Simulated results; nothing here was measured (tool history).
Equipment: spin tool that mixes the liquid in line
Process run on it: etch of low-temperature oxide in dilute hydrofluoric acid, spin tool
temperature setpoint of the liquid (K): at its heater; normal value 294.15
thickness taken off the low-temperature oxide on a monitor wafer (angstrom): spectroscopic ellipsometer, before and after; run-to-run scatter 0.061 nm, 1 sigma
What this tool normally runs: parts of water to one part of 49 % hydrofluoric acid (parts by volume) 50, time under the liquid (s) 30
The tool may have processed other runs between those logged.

run	hour	temperature setpoint of the liquid (K)	parts of water to one part of 49 % hydrofluoric acid (parts by volume)	time under the liquid (s)	wafers since the last listed run	hours since the thermometer was replaced	hours since the hydrofluoric acid flow meter was replaced	hours since the gauge calibration	read-back film thickness of the low-temperature oxide reference wafer, read on the same gauge (nm)	thickness taken off the low-temperature oxide on a monitor wafer (angstrom)
1	0.0	294.15	50	30	0	1260.4	168.3	343.4	150.02	69.4
2	12.5	294.15	50	30	205	1272.9	180.8	355.9	149.99	69.3
3	28.6	294.15	50	30	265	1289.0	196.9	372.0	149.96	69.2
4	54.0	298.15	50	30	418	1314.4	222.3	397.4	149.99	81.8
5	105.4	298.15	50	30	846	1365.8	273.7	448.8	150.02	81.7
6	121.9	294.15	40	30	271	1382.3	290.2	465.3	149.98	88.9
7	150.4	294.15	40	30	469	1410.8	318.7	493.8	150.02	88.2
8	167.6	294.15	40	30	283	1428.0	335.9	511.0	150.01	87.9
9	202.3	294.15	50	30	571	1462.7	370.6	545.7	149.99	68.7
10	230.7	294.15	50	30	467	1491.1	399.0	574.1	149.96	69.3
11	245.4	294.15	30	30	242	1505.8	413.7	588.8	150.00	118.4
12	268.8	294.15	30	30	385	1529.2	437.1	612.2	150.00	118.1
13	286.9	294.15	30	30	297	1547.3	455.2	630.3	150.03	118.7
14	315.8	294.15	50	30	475	1576.2	484.1	659.2	150.00	70.7
# hour 322.8: thermometer replaced
15	356.9	292.15	70	30	660	34.1	525.2	700.3	150.02	44.6
16	371.2	290.15	25	20	235	48.4	539.5	714.6	150.00	80.2
17	395.9	292.65	25	20	406	73.1	564.2	739.3	150.02	90.1
18	431.4	291.65	65	20	584	108.6	599.7	774.8	149.98	31.7
# hour 459.1: gauge calibrated
# hour 462.2: hydrofluoric acid flow meter replaced
19	524.3	294.15	50	30	1513	201.5	62.1	65.2	150.02	70.7
20	540.6	298.65	50	30	268	217.8	78.4	81.5	150.00	83.6
21	572.7	291.65	75	45	528	249.9	110.5	113.6	150.00	61.0
22	589.6	292.65	60	40	278	266.8	127.4	130.5	150.01	71.7
23	621.2	294.15	50	30	520	298.4	159.0	162.1	150.03	69.4
24	647.6	296.65	30	20	434	324.8	185.4	188.5	149.98	88.1
25	671.4	290.15	50	15	391	348.6	209.2	212.3	150.01	29.3
26	684.3	294.15	50	30	212	361.5	222.1	225.2	150.03	70.2
27	708.8	294.15	50	30	403	386.0	246.6	249.7	150.01	68.4

What was the tool's hidden state at every run in the log?
liquid colder than its thermometer reads (K): 0 at every run
hydrofluoric acid flow below the setpoint (%): 0 at every run
gauge reads high (%): 0 at every run

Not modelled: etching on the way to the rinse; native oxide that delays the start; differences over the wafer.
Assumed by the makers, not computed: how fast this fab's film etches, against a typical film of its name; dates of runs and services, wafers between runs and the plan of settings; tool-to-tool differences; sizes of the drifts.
